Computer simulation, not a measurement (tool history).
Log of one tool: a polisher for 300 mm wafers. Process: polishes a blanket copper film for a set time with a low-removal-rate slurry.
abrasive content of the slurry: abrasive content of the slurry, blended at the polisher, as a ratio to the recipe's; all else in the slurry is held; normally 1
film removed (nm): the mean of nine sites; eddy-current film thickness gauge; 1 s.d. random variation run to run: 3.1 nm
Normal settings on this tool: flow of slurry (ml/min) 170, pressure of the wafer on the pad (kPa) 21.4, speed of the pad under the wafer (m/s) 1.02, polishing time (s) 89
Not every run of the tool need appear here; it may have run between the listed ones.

run	hour	flow of slurry (ml/min)	pressure of the wafer on the pad (kPa)	speed of the pad under the wafer (m/s)	abrasive content of the slurry	polishing time (s)	incoming thickness of the incoming film, nm	film removed (nm)
1	0	170	21.4	1.02	1	89	1560.2	264.3
# hour 6: worn pad replaced by a new one
2	15.4	170	21.4	1.02	1	89	1539.7	271
3	33	170	16.5	1.02	1	89	1563.7	205.5
# hour 41.2: slurry blender recalibrated
4	63.3	170	21.4	1.02	1	89	1536.4	270.5
5	86.5	170	21.4	1.02	1	89	1564.7	264.1
# hour 159.5: worn pad replaced by a new one
6	173.2	170	21.4	1.02	1	89	1515.1	266.1
7	207.3	170	21.4	1.02	1	89	1522.5	265.6
8	219.7	170	21.4	1.02	1	89	1524.1	270.4
# hour 247.6: head pressure recalibrated
9	252	170	21.4	1.02	0.85	89	1515.3	276.7
10	282.2	170	21.4	1.02	0.85	89	1580.1	277.4
11	304.2	170	21.4	1.02	0.85	89	1539.6	277
# hour 338.9: worn pad replaced by a new one
12	339.4	170	21.4	1.02	1	89	1561.6	294.6
# hour 350.5: slurry nozzle cleaned
13	364.1	170	27.6	1.02	1	63	1533.7	271
14	396.8	170	21.4	1.02	0.8	65	1555.4	204.4
15	416	170	21.4	1.02	0.8	89	1550.5	279.1
16	428	170	21.4	1.02	1	89	1545.4	292.1
# hour 433: head pressure recalibrated, repeated, since the last time left the tool worse
17	463.6	195	21.4	1.14	1	118	1524.1	382.9

Estimate the outcome of run 18 from the log above:
18	494.4	170	21.4	1.02	1	80	1547.8	?

film removed (nm): 226.7
With the hidden condition absent and the run-to-run variation left alone, this run would have shown film removed (nm) 226.
